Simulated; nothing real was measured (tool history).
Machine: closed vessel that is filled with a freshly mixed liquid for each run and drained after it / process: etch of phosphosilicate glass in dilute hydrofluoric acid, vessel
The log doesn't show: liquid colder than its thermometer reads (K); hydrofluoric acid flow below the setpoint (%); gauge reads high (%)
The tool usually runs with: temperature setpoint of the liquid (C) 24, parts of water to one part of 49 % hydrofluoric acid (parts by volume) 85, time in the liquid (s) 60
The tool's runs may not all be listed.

run,hour,temperature setpoint of the liquid (C),parts of water to one part of 49 % hydrofluoric acid (parts by volume),time in the liquid (s),wafers since the last listed run,hours since the thermometer was replaced,hours since the hydrofluoric acid flow meter was replaced,hours since the gauge calibration,"read-back film thickness of the phosphosilicate glass reference wafer, read on the same gauge (nm)",thickness taken off the phosphosilicate glass on a monitor wafer (Å)
1,0,24,85,60,0,705,2323.2,177.2,130.02,509.9
2,15.1,24,85,60,2180,720.1,2338.3,192.3,130.01,508.3
3,29.6,24,85,60,2093,734.6,2352.8,206.8,130,506
4,40.8,24,85,60,1617,745.8,2364,218,129.96,506.1
5,47.6,24,85,60,981,752.6,2370.8,224.8,130,508.5
# hour 54.3: thermometer replaced
6,60.8,24,85,60,1761,6.5,2384,238,129.99,505.3
7,71.6,24,85,60,1559,17.3,2394.8,248.8,129.98,505.9
8,82.7,24,60,60,1602,28.4,2405.9,259.9,130.01,742.7
# hour 100.1: hydrofluoric acid flow meter replaced
9,100.6,24,60,60,2440,46.3,0.5,277.8,129.99,869.5
10,111.3,24,60,60,1544,57,11.2,288.5,129.98,865.9
11,118.1,24,95,60,981,63.8,18,295.3,129.98,524.9
12,134.4,24,95,60,2353,80.1,34.3,311.6,130,525.8
13,148.1,28,115,95,1977,93.8,48,325.3,130.02,778.2
14,161.9,27,60,40,1992,107.6,61.8,339.1,130.02,655.1
15,179.6,24,110,75,2555,125.3,79.5,356.8,130,554.2
16,188.5,28,85,45,1284,134.2,88.4,365.7,130,522.6
17,194.9,26.5,115,45,924,140.6,94.8,372.1,129.96,347.4
18,205.3,24,85,60,1501,151,105.2,382.5,129.97,591.8
19,213.6,26.5,60,60,1198,159.3,113.5,390.8,129.98,956.1
20,221.2,24,125,30,1097,166.9,121.1,398.4,129.98,190.8
21,231.7,24,85,60,1515,177.4,131.6,408.9,130,590.9
22,242.5,26.5,85,60,1559,188.2,142.4,419.7,129.99,650.2
23,249.7,26.5,60,50,1039,195.4,149.6,426.9,130.03,796.1
# hour 251.7: gauge calibrated
24,260.4,24,85,30,1544,206.1,160.3,8.7,130.01,293.3
25,274.9,24,95,60,2093,220.6,174.8,23.2,130.03,519.7
26,284.7,24,85,60,1414,230.4,184.6,33,130.02,590.4
27,297.7,24,50,60,1876,243.4,197.6,46,129.99,1049
28,306.7,24,85,60,1299,252.4,206.6,55,129.99,586.4
29,358.4,20,85,60,7464,304.1,258.3,106.7,129.98,498.1
30,376.1,26.5,50,95,2555,321.8,276,124.4,129.99,1832.3
31,385.5,20.5,85,60,1357,331.2,285.4,133.8,130.02,507.2
32,403.1,24,50,45,2541,348.8,303,151.4,130.01,784.9

Exercise: give the hidden state of the tool at every run:
liquid colder than its thermometer reads (K): 0 in every run
gauge reads high (%): 0 in every run
H1: hydrofluoric acid flow below the setpoint (%)
run,H1
1,13.6
2,13.7
3,13.8
4,13.8
5,13.9
6,13.9
7,14
8,14
9,0.602
10,0.656
11,0.69
12,0.773
13,0.842
14,0.912
15,1
16,1.05
17,1.08
18,1.13
19,1.17
20,1.21
21,1.26
22,1.32
23,1.35
24,1.41
25,1.48
26,1.53
27,1.6
28,1.64
29,1.9
30,1.99
31,2.04
32,2.13
